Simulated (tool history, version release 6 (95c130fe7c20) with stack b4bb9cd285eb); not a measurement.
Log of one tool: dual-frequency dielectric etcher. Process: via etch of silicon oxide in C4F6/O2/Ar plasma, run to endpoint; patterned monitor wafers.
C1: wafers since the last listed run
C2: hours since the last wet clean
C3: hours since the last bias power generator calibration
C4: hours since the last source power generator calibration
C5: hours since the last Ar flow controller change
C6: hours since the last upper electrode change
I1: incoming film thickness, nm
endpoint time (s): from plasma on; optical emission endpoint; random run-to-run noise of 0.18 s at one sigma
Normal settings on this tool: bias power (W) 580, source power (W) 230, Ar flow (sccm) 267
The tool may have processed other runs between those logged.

run 1 hour=0 | bias_power_(W)=580 source_power_(W)=230 Ar_flow_(sccm)=267 | C1=0 C2=63.3 C3=2120.3 C4=2805.5 C5=3257.4 C6=5124.7 | I1=88 | endpoint_time_(s)=23.1
run 2 hour=35.5 | bias_power_(W)=580 source_power_(W)=230 Ar_flow_(sccm)=267 | C1=334 C2=98.8 C3=2155.8 C4=2841 C5=3292.9 C6=5160.2 | I1=88.5 | endpoint_time_(s)=23
run 3 hour=78.4 | bias_power_(W)=580 source_power_(W)=230 Ar_flow_(sccm)=267 | C1=404 C2=141.7 C3=2198.7 C4=2883.9 C5=3335.8 C6=5203.1 | I1=88.2 | endpoint_time_(s)=23
run 4 hour=250.7 | bias_power_(W)=580 source_power_(W)=230 Ar_flow_(sccm)=267 | C1=1624 C2=314 C3=2371 C4=3056.2 C5=3508.1 C6=5375.4 | I1=88 | endpoint_time_(s)=23
run 5 hour=299.9 | bias_power_(W)=580 source_power_(W)=230 Ar_flow_(sccm)=267 | C1=463 C2=363.2 C3=2420.2 C4=3105.4 C5=3557.3 C6=5424.6 | I1=87.6 | endpoint_time_(s)=22.7
run 6 hour=353.8 | bias_power_(W)=580 source_power_(W)=250 Ar_flow_(sccm)=267 | C1=508 C2=417.1 C3=2474.1 C4=3159.3 C5=3611.2 C6=5478.5 | I1=88 | endpoint_time_(s)=22.7
run 7 hour=412.3 | bias_power_(W)=580 source_power_(W)=250 Ar_flow_(sccm)=267 | C1=551 C2=475.6 C3=2532.6 C4=3217.8 C5=3669.7 C6=5537 | I1=87.4 | endpoint_time_(s)=22.4
run 8 hour=468.8 | bias_power_(W)=580 source_power_(W)=250 Ar_flow_(sccm)=267 | C1=532 C2=532.1 C3=2589.1 C4=3274.3 C5=3726.2 C6=5593.5 | I1=88.6 | endpoint_time_(s)=22.7
-- hour=493.6 upper electrode replaced
run 9 hour=501.2 | bias_power_(W)=580 source_power_(W)=230 Ar_flow_(sccm)=226 | C1=79 C2=564.5 C3=2621.5 C4=3306.7 C5=3758.6 C6=7.6 | I1=88.5 | endpoint_time_(s)=22.6
run 10 hour=528.2 | bias_power_(W)=580 source_power_(W)=230 Ar_flow_(sccm)=226 | C1=254 C2=591.5 C3=2648.5 C4=3333.7 C5=3785.6 C6=34.6 | I1=87.5 | endpoint_time_(s)=22.4
-- hour=594.1 wet clean of the chamber
run 11 hour=594.6 | bias_power_(W)=580 source_power_(W)=230 Ar_flow_(sccm)=226 | C1=399 C2=0.5 C3=2714.9 C4=3400.1 C5=3852 C6=101 | I1=87.9 | endpoint_time_(s)=22.4
-- hour=605.9 source power generator calibrated
run 12 hour=787.8 | bias_power_(W)=580 source_power_(W)=230 Ar_flow_(sccm)=267 | C1=1783 C2=193.7 C3=2908.1 C4=181.9 C5=4045.2 C6=294.2 | I1=87.1 | endpoint_time_(s)=22.9
run 13 hour=822.4 | bias_power_(W)=438 source_power_(W)=290 Ar_flow_(sccm)=332 | C1=326 C2=228.3 C3=2942.7 C4=216.5 C5=4079.8 C6=328.8 | I1=88.2 | endpoint_time_(s)=25.2
run 14 hour=879.2 | bias_power_(W)=580 source_power_(W)=190 Ar_flow_(sccm)=312 | C1=535 C2=285.1 C3=2999.5 C4=273.3 C5=4136.6 C6=385.6 | I1=87.5 | endpoint_time_(s)=24.5
run 15 hour=942.7 | bias_power_(W)=580 source_power_(W)=230 Ar_flow_(sccm)=267 | C1=598 C2=348.6 C3=3063 C4=336.8 C5=4200.1 C6=449.1 | I1=88.1 | endpoint_time_(s)=23.1
run 16 hour=984.8 | bias_power_(W)=580 source_power_(W)=230 Ar_flow_(sccm)=267 | C1=396 C2=390.7 C3=3105.1 C4=378.9 C5=4242.2 C6=491.2 | I1=87.6 | endpoint_time_(s)=23.2
-- hour=1037.1 bias power generator calibrated
run 17 hour=1071.5 | bias_power_(W)=698 source_power_(W)=230 Ar_flow_(sccm)=267 | C1=779 C2=477.4 C3=34.4 C4=465.6 C5=4328.9 C6=577.9 | I1=86.8 | endpoint_time_(s)=20.4
run 18 hour=1121.9 | bias_power_(W)=580 source_power_(W)=230 Ar_flow_(sccm)=305 | C1=475 C2=527.8 C3=84.8 C4=516 C5=4379.3 C6=628.3 | I1=88.4 | endpoint_time_(s)=23.5
-- hour=1172.7 Ar flow controller replaced
run 19 hour=1185.8 | bias_power_(W)=624 source_power_(W)=260 Ar_flow_(sccm)=245 | C1=545 C2=591.7 C3=148.7 C4=579.9 C5=13.1 C6=692.2 | I1=88.8 | endpoint_time_(s)=21.4
run 20 hour=1221.9 | bias_power_(W)=666 source_power_(W)=230 Ar_flow_(sccm)=267 | C1=340 C2=627.8 C3=184.8 C4=616 C5=49.2 C6=728.3 | I1=87.6 | endpoint_time_(s)=21.5
-- hour=1297.5 wet clean of the chamber
run 21 hour=1298 | bias_power_(W)=468 source_power_(W)=270 Ar_flow_(sccm)=326 | C1=491 C2=0.5 C3=260.9 C4=692.1 C5=125.3 C6=804.4 | I1=88.3 | endpoint_time_(s)=25.6
run 22 hour=1325.8 | bias_power_(W)=487 source_power_(W)=230 Ar_flow_(sccm)=293 | C1=262 C2=28.3 C3=288.7 C4=719.9 C5=153.1 C6=832.2 | I1=87.9 | endpoint_time_(s)=25.6
run 23 hour=1359.5 | bias_power_(W)=516 source_power_(W)=250 Ar_flow_(sccm)=325 | C1=317 C2=62 C3=322.4 C4=753.6 C5=186.8 C6=865.9 | I1=88.1 | endpoint_time_(s)=24.6
run 24 hour=1395 | bias_power_(W)=580 source_power_(W)=230 Ar_flow_(sccm)=267 | C1=334 C2=97.5 C3=357.9 C4=789.1 C5=222.3 C6=901.4 | I1=88.7 | endpoint_time_(s)=23.1
run 25 hour=1430.2 | bias_power_(W)=526 source_power_(W)=230 Ar_flow_(sccm)=267 | C1=331 C2=132.7 C3=393.1 C4=824.3 C5=257.5 C6=936.6 | I1=88.3 | endpoint_time_(s)=24.2
run 26 hour=1493.2 | bias_power_(W)=580 source_power_(W)=230 Ar_flow_(sccm)=267 | C1=593 C2=195.7 C3=456.1 C4=887.3 C5=320.5 C6=999.6 | I1=88.7 | endpoint_time_(s)=22.9
run 27 hour=1517.3 | bias_power_(W)=486 source_power_(W)=190 Ar_flow_(sccm)=267 | C1=227 C2=219.8 C3=480.2 C4=911.4 C5=344.6 C6=1023.7 | I1=87.9 | endpoint_time_(s)=26.4
run 28 hour=1586.1 | bias_power_(W)=495 source_power_(W)=260 Ar_flow_(sccm)=328 | C1=648 C2=288.6 C3=549 C4=980.2 C5=413.4 C6=1092.5 | I1=88.5 | endpoint_time_(s)=24.9

5 ways to go on from here, each from the tool as it stands after run 28. What would each give?
run A hour=1586.5 | bias_power_(W)=580 source_power_(W)=230 Ar_flow_(sccm)=267 | C1=3 C2=289 C3=549.4 C4=980.6 C5=413.8 C6=1092.9 | I1=88.2 | endpoint_time_(s)=?
run B hour=1586.5 | bias_power_(W)=438 source_power_(W)=250 Ar_flow_(sccm)=201 | C1=3 C2=289 C3=549.4 C4=980.6 C5=413.8 C6=1092.9 | I1=88.2 | endpoint_time_(s)=?
run C hour=1586.5 | bias_power_(W)=633 source_power_(W)=270 Ar_flow_(sccm)=331 | C1=3 C2=289 C3=549.4 C4=980.6 C5=413.8 C6=1092.9 | I1=88.2 | endpoint_time_(s)=?
run D hour=1586.5 | bias_power_(W)=448 source_power_(W)=230 Ar_flow_(sccm)=267 | C1=3 C2=289 C3=549.4 C4=980.6 C5=413.8 C6=1092.9 | I1=88.2 | endpoint_time_(s)=?
run E hour=1586.5 | bias_power_(W)=646 source_power_(W)=270 Ar_flow_(sccm)=312 | C1=3 C2=289 C3=549.4 C4=980.6 C5=413.8 C6=1092.9 | I1=88.2 | endpoint_time_(s)=?

run=A endpoint_time_(s)=22.7
run=B endpoint_time_(s)=24
run=C endpoint_time_(s)=21.6
run=D endpoint_time_(s)=25.7
run=E endpoint_time_(s)=21.1
The same runs, with their run-to-run variation unchanged, on a tool lacking any hidden condition would have given:
run=A endpoint_time_(s)=22.7
run=B endpoint_time_(s)=24
run=C endpoint_time_(s)=21.6
run=D endpoint_time_(s)=25.7
run=E endpoint_time_(s)=21.1

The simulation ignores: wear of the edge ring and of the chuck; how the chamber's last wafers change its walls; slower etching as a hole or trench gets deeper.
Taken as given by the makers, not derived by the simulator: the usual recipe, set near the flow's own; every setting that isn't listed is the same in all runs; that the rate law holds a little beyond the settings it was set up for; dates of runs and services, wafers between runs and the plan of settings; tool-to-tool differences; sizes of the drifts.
